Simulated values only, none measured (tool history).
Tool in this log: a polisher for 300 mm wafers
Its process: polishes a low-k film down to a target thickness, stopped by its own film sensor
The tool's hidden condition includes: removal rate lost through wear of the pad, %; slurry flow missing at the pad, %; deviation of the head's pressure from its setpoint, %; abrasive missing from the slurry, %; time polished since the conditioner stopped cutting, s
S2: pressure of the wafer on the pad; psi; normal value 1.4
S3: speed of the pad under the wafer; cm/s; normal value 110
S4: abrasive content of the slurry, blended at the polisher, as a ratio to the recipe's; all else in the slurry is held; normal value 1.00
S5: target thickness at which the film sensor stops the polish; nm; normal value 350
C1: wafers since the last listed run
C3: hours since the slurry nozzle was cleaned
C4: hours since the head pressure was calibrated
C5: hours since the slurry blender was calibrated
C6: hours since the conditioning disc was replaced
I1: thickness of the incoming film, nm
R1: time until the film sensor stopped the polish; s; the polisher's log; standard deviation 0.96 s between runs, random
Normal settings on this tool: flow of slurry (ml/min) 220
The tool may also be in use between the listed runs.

run 1 hour=0.0 | flow_of_slurry_(ml/min)=220 S2=1.4 S3=110 S4=1.15 S5=350 | C1=0 wafers_polished_on_this_pad=3263 C3=525.7 C4=500.8 C5=0.4 C6=422.4 | I1=381.3 | R1=96.1
-- hour=15.8 worn pad replaced by a new one
run 2 hour=70.6 | flow_of_slurry_(ml/min)=220 S2=1.4 S3=110 S4=1.15 S5=350 | C1=747 wafers_polished_on_this_pad=614 C3=596.3 C4=571.4 C5=71.0 C6=493.0 | I1=377.6 | R1=84.2
-- hour=81.2 conditioning disc replaced and pad reconditioned
-- hour=101.1 slurry nozzle cleaned
run 3 hour=111.1 | flow_of_slurry_(ml/min)=220 S2=1.4 S3=110 S4=1.15 S5=350 | C1=420 wafers_polished_on_this_pad=1035 C3=10.0 C4=611.9 C5=111.5 C6=29.9 | I1=386.0 | R1=98.7
run 4 hour=137.3 | flow_of_slurry_(ml/min)=220 S2=1.4 S3=110 S4=0.75 S5=350 | C1=294 wafers_polished_on_this_pad=1329 C3=36.2 C4=638.1 C5=137.7 C6=56.1 | I1=386.4 | R1=129.7
run 5 hour=167.8 | flow_of_slurry_(ml/min)=220 S2=1.4 S3=110 S4=0.75 S5=350 | C1=342 wafers_polished_on_this_pad=1672 C3=66.7 C4=668.6 C5=168.2 C6=86.6 | I1=386.8 | R1=130.8
run 6 hour=234.2 | flow_of_slurry_(ml/min)=220 S2=1.4 S3=132 S4=1.00 S5=350 | C1=745 wafers_polished_on_this_pad=2417 C3=133.1 C4=735.0 C5=234.6 C6=153.0 | I1=378.9 | R1=79.5
run 7 hour=264.0 | flow_of_slurry_(ml/min)=220 S2=1.4 S3=110 S4=1.00 S5=350 | C1=334 wafers_polished_on_this_pad=2752 C3=162.9 C4=764.8 C5=264.4 C6=182.8 | I1=381.0 | R1=94.9
-- hour=308.2 head pressure recalibrated
run 8 hour=359.6 | flow_of_slurry_(ml/min)=220 S2=1.4 S3=78 S4=1.00 S5=350 | C1=1050 wafers_polished_on_this_pad=3802 C3=258.5 C4=51.4 C5=360.0 C6=278.4 | I1=373.6 | R1=91.4
-- hour=382.9 slurry blender recalibrated
-- hour=402.6 worn pad replaced by a new one
run 9 hour=416.8 | flow_of_slurry_(ml/min)=265 S2=1.6 S3=110 S4=1.30 S5=344 | C1=574 wafers_polished_on_this_pad=159 C3=315.7 C4=108.6 C5=33.9 C6=335.6 | I1=375.8 | R1=74.2
run 10 hour=448.7 | flow_of_slurry_(ml/min)=240 S2=1.6 S3=128 S4=1.00 S5=347 | C1=358 wafers_polished_on_this_pad=517 C3=347.6 C4=140.5 C5=65.8 C6=367.5 | I1=381.5 | R1=87.4
run 11 hour=517.7 | flow_of_slurry_(ml/min)=220 S2=1.7 S3=110 S4=1.00 S5=357 | C1=774 wafers_polished_on_this_pad=1292 C3=416.6 C4=209.5 C5=134.8 C6=436.5 | I1=379.9 | R1=60.6
run 12 hour=546.1 | flow_of_slurry_(ml/min)=220 S2=1.4 S3=110 S4=1.00 S5=350 | C1=318 wafers_polished_on_this_pad=1610 C3=445.0 C4=237.9 C5=163.2 C6=464.9 | I1=371.2 | R1=69.4
-- hour=549.3 conditioning disc replaced and pad reconditioned
run 13 hour=579.0 | flow_of_slurry_(ml/min)=220 S2=1.4 S3=74 S4=1.00 S5=360 | C1=346 wafers_polished_on_this_pad=1957 C3=477.9 C4=270.8 C5=196.1 C6=29.7 | I1=383.1 | R1=86.6
run 14 hour=639.4 | flow_of_slurry_(ml/min)=220 S2=1.4 S3=110 S4=1.00 S5=350 | C1=678 wafers_polished_on_this_pad=2635 C3=538.3 C4=331.2 C5=256.5 C6=90.1 | I1=380.5 | R1=92.8
run 15 hour=686.4 | flow_of_slurry_(ml/min)=220 S2=1.4 S3=110 S4=1.00 S5=350 | C1=527 wafers_polished_on_this_pad=3163 C3=585.3 C4=378.2 C5=303.5 C6=137.1 | I1=385.0 | R1=108.1
-- hour=700.2 slurry nozzle cleaned
run 16 hour=728.9 | flow_of_slurry_(ml/min)=250 S2=1.4 S3=84 S4=1.20 S5=341 | C1=465 wafers_polished_on_this_pad=3629 C3=28.7 C4=420.7 C5=346.0 C6=179.6 | I1=383.9 | R1=141.3
-- hour=763.8 slurry blender recalibrated
run 17 hour=789.8 | flow_of_slurry_(ml/min)=220 S2=1.4 S3=110 S4=1.00 S5=350 | C1=661 wafers_polished_on_this_pad=4290 C3=89.6 C4=481.6 C5=26.0 C6=240.5 | I1=373.8 | R1=76.2
-- hour=796.1 worn pad replaced by a new one
run 18 hour=845.7 | flow_of_slurry_(ml/min)=220 S2=1.4 S3=74 S4=1.00 S5=353 | C1=582 wafers_polished_on_this_pad=557 C3=145.5 C4=537.5 C5=81.9 C6=296.4 | I1=378.9 | R1=101.1
run 19 hour=873.4 | flow_of_slurry_(ml/min)=250 S2=1.4 S3=136 S4=0.70 S5=350 | C1=310 wafers_polished_on_this_pad=867 C3=173.2 C4=565.2 C5=109.6 C6=324.1 | I1=374.3 | R1=84.6
run 20 hour=926.0 | flow_of_slurry_(ml/min)=220 S2=1.4 S3=110 S4=1.00 S5=350 | C1=590 wafers_polished_on_this_pad=1458 C3=225.8 C4=617.8 C5=162.2 C6=376.7 | I1=380.9 | R1=98.5
-- hour=951.6 conditioning disc replaced and pad reconditioned
run 21 hour=991.5 | flow_of_slurry_(ml/min)=250 S2=1.4 S3=136 S4=0.70 S5=350 | C1=712 wafers_polished_on_this_pad=2171 C3=291.3 C4=683.3 C5=227.7 C6=39.9 | I1=379.7 | R1=96.3
run 22 hour=1034.3 | flow_of_slurry_(ml/min)=220 S2=1.4 S3=132 S4=1.00 S5=342 | C1=480 wafers_polished_on_this_pad=2651 C3=334.1 C4=726.1 C5=270.5 C6=82.7 | I1=383.7 | R1=113.7
-- hour=1058.2 head pressure recalibrated
run 23 hour=1079.0 | flow_of_slurry_(ml/min)=265 S2=1.4 S3=110 S4=1.00 S5=350 | C1=479 wafers_polished_on_this_pad=3131 C3=378.8 C4=20.8 C5=315.2 C6=127.4 | I1=381.9 | R1=94.9
-- hour=1141.4 slurry blender recalibrated
run 24 hour=1150.2 | flow_of_slurry_(ml/min)=220 S2=1.4 S3=134 S4=1.00 S5=356 | C1=776 wafers_polished_on_this_pad=3907 C3=450.0 C4=92.0 C5=8.8 C6=198.6 | I1=382.6 | R1=73.6

5 options for the next run, each taken on its own from the tool as it stands now. Forecast them:
run A hour=1150.7 | flow_of_slurry_(ml/min)=220 S2=1.4 S3=124 S4=1.00 S5=350 | C1=5 wafers_polished_on_this_pad=3913 C3=450.5 C4=92.5 C5=9.3 C6=199.1 | I1=382.9 | R1=?
run B hour=1150.7 | flow_of_slurry_(ml/min)=220 S2=1.6 S3=110 S4=1.00 S5=350 | C1=5 wafers_polished_on_this_pad=3913 C3=450.5 C4=92.5 C5=9.3 C6=199.1 | I1=382.9 | R1=?
run C hour=1150.7 | flow_of_slurry_(ml/min)=220 S2=1.4 S3=124 S4=1.00 S5=353 | C1=5 wafers_polished_on_this_pad=3913 C3=450.5 C4=92.5 C5=9.3 C6=199.1 | I1=382.9 | R1=?
run D hour=1150.7 | flow_of_slurry_(ml/min)=220 S2=1.0 S3=110 S4=0.85 S5=350 | C1=5 wafers_polished_on_this_pad=3913 C3=450.5 C4=92.5 C5=9.3 C6=199.1 | I1=382.9 | R1=?
run E hour=1150.7 | flow_of_slurry_(ml/min)=220 S2=1.4 S3=82 S4=1.00 S5=350 | C1=5 wafers_polished_on_this_pad=3913 C3=450.5 C4=92.5 C5=9.3 C6=199.1 | I1=382.9 | R1=?

run=A R1=96.0
run=B R1=90.9
run=C R1=87.2
run=D R1=156.3
run=E R1=122.2
What these runs would have given with no unlogged condition in the tool:
run=A R1=84.6
run=B R1=80.0
run=C R1=76.9
run=D R1=140.7
run=E R1=109.5

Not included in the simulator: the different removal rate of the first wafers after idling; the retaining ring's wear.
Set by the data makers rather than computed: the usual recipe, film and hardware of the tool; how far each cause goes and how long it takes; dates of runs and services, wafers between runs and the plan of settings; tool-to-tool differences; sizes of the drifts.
